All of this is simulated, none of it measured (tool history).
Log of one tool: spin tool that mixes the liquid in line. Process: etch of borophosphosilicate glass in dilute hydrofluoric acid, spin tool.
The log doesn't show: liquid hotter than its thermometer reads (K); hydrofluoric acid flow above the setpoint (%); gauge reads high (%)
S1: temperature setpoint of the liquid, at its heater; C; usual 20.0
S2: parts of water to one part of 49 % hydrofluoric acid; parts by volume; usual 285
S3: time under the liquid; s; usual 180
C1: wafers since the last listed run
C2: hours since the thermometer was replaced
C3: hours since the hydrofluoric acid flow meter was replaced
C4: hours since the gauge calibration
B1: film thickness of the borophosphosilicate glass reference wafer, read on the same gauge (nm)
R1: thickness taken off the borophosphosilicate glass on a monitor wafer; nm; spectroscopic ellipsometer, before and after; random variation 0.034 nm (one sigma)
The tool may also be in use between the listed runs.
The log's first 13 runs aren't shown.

run   hour    S1   S2   S3   C1      C2     C3     C4     B1     R1
 14  159.9  21.0  285  180   60  2798.8   36.2  355.8  89.99  14.93
 15  199.2  21.0  285  180  393  2838.1   75.5  395.1  90.00  14.93
     207.8  -- gauge calibrated
 16  210.3  17.0  375  265  111  2849.2   86.6    2.5  89.98  13.40
 17  217.9  21.5  285  180   76  2856.8   94.2   10.1  90.02  15.21
     234.6  -- thermometer replaced
 18  235.1  20.0  205  180  162     0.5  111.4   27.3  90.01  19.91
 19  242.7  24.0  325  265   76     8.1  119.0   34.9  89.99  19.04
 20  248.7  20.0  285  180   60    14.1  125.0   40.9  90.02  13.32
 21  255.0  23.5  285  180   63    20.4  131.3   47.2  90.00  15.04
 22  266.8  18.5  360  150  118    32.2  143.1   59.0  90.00   7.81
 23  277.0  20.0  285  180  102    42.4  153.3   69.2  90.00  13.26
 24  293.0  17.0  330  150  160    58.4  169.3   85.2  90.00   8.22
 25  308.3  18.0  180   70  153    73.7  184.6  100.5  90.03   8.42
 26  318.6  20.0  335  220  103    84.0  194.9  110.8  89.98  13.29
 27  332.8  20.0  285  180  142    98.2  209.1  125.0  90.04  13.37
 28  340.1  23.0  380   90   73   105.5  216.4  132.3  90.02   5.12
 29  354.5  20.0  285  220  144   119.9  230.8  146.7  90.00  16.41
 30  371.9  20.0  350  180  174   137.3  248.2  164.1  89.99  10.35
 31  381.6  17.0  375  265   97   147.0  257.9  173.8  89.99  12.46

5 ways to go on from here, each from the tool as it stands after run 31. What would each give?
  A  382.1  20.0  285  180   5  147.5  258.4  174.3   ?   ?
  B  382.1  17.0  325  250   5  147.5  258.4  174.3   ?   ?
  C  382.1  23.5  285  275   5  147.5  258.4  174.3   ?   ?
  D  382.1  18.0  190  110   5  147.5  258.4  174.3   ?   ?
  E  382.1  20.0  235  290   5  147.5  258.4  174.3   ?   ?

run     B1     R1
  A  90.01  13.43
  B  90.01  14.14
  C  90.01  23.28
  D  90.01  12.45
  E  90.01  27.48
Without the tool's hidden state the same runs would have given:
run     R1
  A  13.13
  B  13.82
  C  22.76
  D  12.17
  E  26.87

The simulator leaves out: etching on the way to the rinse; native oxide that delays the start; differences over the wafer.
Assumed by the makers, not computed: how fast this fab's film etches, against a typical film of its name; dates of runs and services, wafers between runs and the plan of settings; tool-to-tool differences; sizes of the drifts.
